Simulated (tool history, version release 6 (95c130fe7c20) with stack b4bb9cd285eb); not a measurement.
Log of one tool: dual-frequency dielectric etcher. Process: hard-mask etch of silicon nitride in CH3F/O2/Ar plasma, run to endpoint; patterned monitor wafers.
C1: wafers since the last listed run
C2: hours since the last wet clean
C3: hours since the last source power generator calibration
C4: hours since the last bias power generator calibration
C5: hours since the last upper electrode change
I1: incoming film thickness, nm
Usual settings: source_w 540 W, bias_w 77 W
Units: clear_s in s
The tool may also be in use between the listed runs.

Run 1, day 0.000: usual settings; C1 0; C2 162.7; C3 3371.2; C4 3125.4; C5 2171.4; I1 35.34. Result: clear_s 43.9 s.
Run 2, day 2.025: usual settings; C1 634; C2 211.3; C3 3419.8; C4 3174.0; C5 2220.0; I1 34.88. Result: clear_s 42.9 s.
Run 3, day 3.479: usual settings but source_w 480 W; C1 455; C2 246.2; C3 3454.7; C4 3208.9; C5 2254.9; I1 35.39. Result: clear_s 46.6 s.
Run 4, day 5.925: usual settings but source_w 480 W; C1 766; C2 304.9; C3 3513.4; C4 3267.6; C5 2313.6; I1 35.48. Result: clear_s 46.5 s.
Run 5, day 8.612: usual settings but source_w 480 W; C1 842; C2 369.4; C3 3577.9; C4 3332.1; C5 2378.1; I1 34.87. Result: clear_s 45.6 s.
Run 6, day 9.900: usual settings; C1 403; C2 400.3; C3 3608.8; C4 3363.0; C5 2409.0; I1 35.44. Result: clear_s 43.0 s.
Run 7, day 12.471: usual settings; C1 805; C2 462.0; C3 3670.5; C4 3424.7; C5 2470.7; I1 35.37. Result: clear_s 42.7 s.
At day 14.025: bias power generator calibrated.
Run 8, day 14.312: usual settings; C1 525; C2 506.2; C3 3714.7; C4 6.9; C5 2514.9; I1 35.66. Result: clear_s 42.9 s.
At day 15.704: wet clean of the chamber.
Run 9, day 16.733: usual settings but source_w 600 W, bias_w 91 W; C1 445; C2 24.7; C3 3772.8; C4 65.0; C5 2573.0; I1 35.73. Result: clear_s 39.7 s.
At day 17.671: source power generator calibrated.
Run 10, day 18.783: usual settings but source_w 640 W, bias_w 93 W; C1 590; C2 73.9; C3 26.7; C4 114.2; C5 2622.2; I1 35.00. Result: clear_s 37.3 s.
Run 11, day 20.025: usual settings but source_w 400 W, bias_w 64 W; C1 389; C2 103.7; C3 56.5; C4 144.0; C5 2652.0; I1 35.16. Result: clear_s 54.6 s.
At day 22.100: upper electrode replaced.
Run 12, day 22.121: usual settings; C1 343; C2 154.0; C3 106.8; C4 194.3; C5 0.5; I1 35.25. Result: clear_s 43.4 s.
Run 13, day 23.083: usual settings but source_w 480 W, bias_w 84 W; C1 301; C2 177.1; C3 129.9; C4 217.4; C5 23.6; I1 35.11. Result: clear_s 44.6 s.
Run 14, day 25.758: usual settings; C1 838; C2 241.3; C3 194.1; C4 281.6; C5 87.8; I1 34.90. Result: clear_s 42.4 s.
Run 15, day 28.300: usual settings but source_w 440 W, bias_w 65 W; C1 796; C2 302.3; C3 255.1; C4 342.6; C5 148.8; I1 34.90. Result: clear_s 50.2 s.
Run 16, day 29.508: usual settings but source_w 660 W, bias_w 85 W; C1 378; C2 331.3; C3 284.1; C4 371.6; C5 177.8; I1 35.13. Result: clear_s 36.9 s.
Run 17, day 30.617: usual settings but source_w 410 W, bias_w 93 W; C1 347; C2 357.9; C3 310.7; C4 398.2; C5 204.4; I1 35.26. Result: clear_s 46.9 s.

Forecast each of these 5 alternatives for the next run:
Run A, day 30.633: usual settings but source_w 600 W; C1 5; C2 358.3; C3 311.1; C4 398.6; C5 204.8; I1 34.98. Result: clear_s ?.
Run B, day 30.633: usual settings but source_w 680 W, bias_w 69 W; C1 5; C2 358.3; C3 311.1; C4 398.6; C5 204.8; I1 34.98. Result: clear_s ?.
Run C, day 30.633: usual settings but bias_w 65 W; C1 5; C2 358.3; C3 311.1; C4 398.6; C5 204.8; I1 34.98. Result: clear_s ?.
Run D, day 30.633: usual settings but source_w 410 W, bias_w 68 W; C1 5; C2 358.3; C3 311.1; C4 398.6; C5 204.8; I1 34.98. Result: clear_s ?.
Run E, day 30.633: usual settings but source_w 410 W, bias_w 87 W; C1 5; C2 358.3; C3 311.1; C4 398.6; C5 204.8; I1 34.98. Result: clear_s ?.

run  clear_s
  A     39.8
  B     38.4
  C     44.3
  D     51.8
  E     48.0
Without the tool's hidden state the same runs would have given:
run  clear_s
  A     40.8
  B     39.4
  C     45.4
  D     53.0
  E     49.1

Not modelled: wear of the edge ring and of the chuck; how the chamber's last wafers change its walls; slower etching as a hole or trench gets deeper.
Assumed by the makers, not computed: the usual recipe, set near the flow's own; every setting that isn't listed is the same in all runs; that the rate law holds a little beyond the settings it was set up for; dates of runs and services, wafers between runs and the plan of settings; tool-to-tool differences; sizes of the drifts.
